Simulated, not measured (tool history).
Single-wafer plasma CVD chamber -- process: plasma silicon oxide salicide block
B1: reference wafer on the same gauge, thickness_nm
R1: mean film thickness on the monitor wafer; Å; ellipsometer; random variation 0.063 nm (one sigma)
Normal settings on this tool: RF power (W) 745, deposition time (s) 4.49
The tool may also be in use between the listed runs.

Run 1, hour 0: usual settings; B1 40.32. Result: R1 413.19 Å.
Run 2, hour 26.2: usual settings; B1 40.314. Result: R1 413.45 Å.
Run 3, hour 41.8: usual settings; B1 40.297. Result: R1 414.06 Å.
Run 4, hour 68.6: usual settings but RF power (W) 635; B1 40.308. Result: R1 404.58 Å.
Run 5, hour 86.3: usual settings; B1 40.306. Result: R1 413.67 Å.
Run 6, hour 115.9: usual settings; B1 40.318. Result: R1 414.05 Å.
Run 7, hour 144.2: usual settings; B1 40.297. Result: R1 413.73 Å.
Run 8, hour 167.6: usual settings; B1 40.302. Result: R1 413.6 Å.
Run 9, hour 191.5: usual settings but RF power (W) 675, deposition time (s) 4.28; B1 40.282. Result: R1 389.72 Å.
Run 10, hour 224.8: usual settings but RF power (W) 675, deposition time (s) 4.28; B1 40.288. Result: R1 388.51 Å.
Run 11, hour 248.3: usual settings but deposition time (s) 4.01; B1 40.289. Result: R1 370.73 Å.
Run 12, hour 278.7: usual settings but deposition time (s) 4.01; B1 40.31. Result: R1 369.8 Å.
Run 13, hour 313.6: usual settings but deposition time (s) 3.8; B1 40.31. Result: R1 350.22 Å.
Run 14, hour 337.2: usual settings but deposition time (s) 3.8; B1 40.318. Result: R1 349.63 Å.
Run 15, hour 369.3: usual settings but deposition time (s) 3.8; B1 40.326. Result: R1 350.8 Å.
Run 16, hour 389.1: usual settings; B1 40.291. Result: R1 413.04 Å.
Run 17, hour 401.9: usual settings; B1 40.275. Result: R1 413.52 Å.
Run 18, hour 430.1: usual settings; B1 40.316. Result: R1 413.56 Å.
Run 19, hour 461.6: usual settings but deposition time (s) 3.85; B1 40.311. Result: R1 354.13 Å.
Run 20, hour 497.1: usual settings but RF power (W) 790, deposition time (s) 5.14; B1 40.339. Result: R1 478.03 Å.
Run 21, hour 526.5: usual settings but RF power (W) 820, deposition time (s) 5.01; B1 40.308. Result: R1 467.42 Å.
Run 22, hour 547.8: usual settings but RF power (W) 660, deposition time (s) 3.7; B1 40.315. Result: R1 333.77 Å.
At hour 552.4: gauge calibrated.
Run 23, hour 592.9: usual settings but RF power (W) 810, deposition time (s) 5.2; B1 40.295. Result: R1 484.94 Å.
Run 24, hour 625.4: usual settings but RF power (W) 705; B1 40.288. Result: R1 409.87 Å.
Run 25, hour 641: usual settings but RF power (W) 800; B1 40.299. Result: R1 417.57 Å.
At hour 677: RF generator calibrated.
Run 26, hour 677.5: usual settings but RF power (W) 865, deposition time (s) 5.33; B1 40.32. Result: R1 499.34 Å.
At hour 703.2: showerhead replaced.
Run 27, hour 703.7: usual settings but RF power (W) 660; B1 40.297. Result: R1 403.4 Å.
Run 28, hour 722.9: usual settings but RF power (W) 600; B1 40.332. Result: R1 398.94 Å.
Run 29, hour 756.7: usual settings; B1 40.313. Result: R1 410.78 Å.
Run 30, hour 782.3: usual settings but RF power (W) 830, deposition time (s) 4.26; B1 40.301. Result: R1 395.41 Å.
Run 31, hour 797: usual settings but RF power (W) 810, deposition time (s) 4.24; B1 40.313. Result: R1 392.99 Å.
At hour 835.2: RF generator calibrated, repeated, since the last time left the tool worse.
Run 32, hour 898.1: usual settings; B1 40.296. Result: R1 417.45 Å.
Run 33, hour 923: usual settings but RF power (W) 595, deposition time (s) 4.13; B1 40.312. Result: R1 371.16 Å.
Run 34, hour 943: usual settings but deposition time (s) 4.87; B1 40.325. Result: R1 451.27 Å.
Run 35, hour 957.3: usual settings but RF power (W) 865, deposition time (s) 5.33; B1 40.328. Result: R1 505.05 Å.
Run 36, hour 986.4: usual settings; B1 40.292. Result: R1 415.21 Å.
Run 37, hour 1012.2: usual settings but deposition time (s) 3.75; B1 40.293. Result: R1 348.09 Å.
Run 38, hour 1048.2: usual settings but RF power (W) 835; B1 40.273. Result: R1 423.17 Å.
Run 39, hour 1085: usual settings but RF power (W) 840; B1 40.301. Result: R1 423.91 Å.

For each run, what was the tool's unlogged condition?
gauge reads high (%): 0 at every run
H1: delivered RF power above the setpoint (%)
run     H1
  1  -4.75
  2  -4.81
  3  -4.85
  4  -4.92
  5  -4.97
  6  -5.04
  7  -5.11
  8  -5.17
  9  -5.23
 10  -5.32
 11  -5.38
 12  -5.46
 13  -5.55
 14  -5.61
 15  -5.69
 16  -5.74
 17  -5.77
 18  -5.84
 19  -5.92
 20  -6.01
 21  -6.09
 22  -6.14
 23  -6.26
 24  -6.34
 25  -6.38
 26    -10
 27  -10.1
 28  -10.1
 29  -10.2
 30  -10.3
 31  -10.3
 32  -1.09
 33  -1.15
 34   -1.2
 35  -1.24
 36  -1.31
 37  -1.38
 38  -1.47
 39  -1.57

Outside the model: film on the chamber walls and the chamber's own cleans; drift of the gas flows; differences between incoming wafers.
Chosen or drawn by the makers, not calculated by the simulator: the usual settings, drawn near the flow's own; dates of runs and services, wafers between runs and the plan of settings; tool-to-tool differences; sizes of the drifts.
